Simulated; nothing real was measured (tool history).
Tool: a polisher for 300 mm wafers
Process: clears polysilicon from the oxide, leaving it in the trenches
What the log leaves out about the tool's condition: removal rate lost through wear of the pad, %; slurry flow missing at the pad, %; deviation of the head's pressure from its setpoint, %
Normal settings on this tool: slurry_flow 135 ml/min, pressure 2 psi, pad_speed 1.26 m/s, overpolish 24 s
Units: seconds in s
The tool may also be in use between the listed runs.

run   hour  slurry_flow  pressure  pad_speed  overpolish  wafers since the last listed run  wafers polished on this pad  hours since the slurry nozzle was cleaned  hours since the head pressure was calibrated  incoming thickness of the incoming film, nm  seconds
  1      0          135         2       1.26          19                                 0                          656                                      502.7                                          38.7                                          375       33
      19.4  -- worn pad replaced by a new one
  2   19.9          135         2       1.26          19                               141                            4                                      522.6                                          58.6                                        377.1     30.3
  3   30.5          135         2       1.26          19                                94                           98                                      533.2                                          69.2                                        373.7     30.7
  4   65.5          135         2       1.26          24                               311                          410                                      568.2                                         104.2                                        379.4     31.1
  5   99.8          135         2       1.26          24                               305                          716                                      602.5                                         138.5                                        378.4     34.5
  6  114.3          135         2       1.26          24                               129                          845                                        617                                           153                                        385.8     36.1
     122.7  -- worn pad replaced by a new one
  7  126.9          135       1.5       1.26          24                                76                           37                                      629.6                                         165.6                                          379     40.9
  8  145.2           90         2       1.26          24                               163                          200                                      647.9                                         183.9                                        379.9     34.6
     156.2  -- slurry nozzle cleaned
  9  168.4          155       2.5       1.48          24                               197                          398                                       12.2                                         207.1                                        379.4     21.1
 10  194.7          145       1.7       0.94          28                               234                          632                                       38.5                                         233.4                                        384.8     52.7
     214.3  -- worn pad replaced by a new one
 11  218.2           90         2       1.26          24                               173                           34                                         62                                         256.9                                          381     34.8
 12  248.2          180       1.6       1.46          19                               267                          301                                         92                                         286.9                                        386.8     32.6
 13    277          135         2       0.98          24                               256                          558                                      120.8                                         315.7                                        376.1     43.7

What will run 14 give?
     300.8  -- head pressure recalibrated
     305.9  -- worn pad replaced by a new one
 14  364.2          150         2       1.26          24                               723                          519                                        208                                          63.4                                          375        ?

Run 14 yielded seconds 32 s.
Take away the tool's hidden state, keep the run-to-run variation as it was, and the same run would have given seconds 30.5 s.

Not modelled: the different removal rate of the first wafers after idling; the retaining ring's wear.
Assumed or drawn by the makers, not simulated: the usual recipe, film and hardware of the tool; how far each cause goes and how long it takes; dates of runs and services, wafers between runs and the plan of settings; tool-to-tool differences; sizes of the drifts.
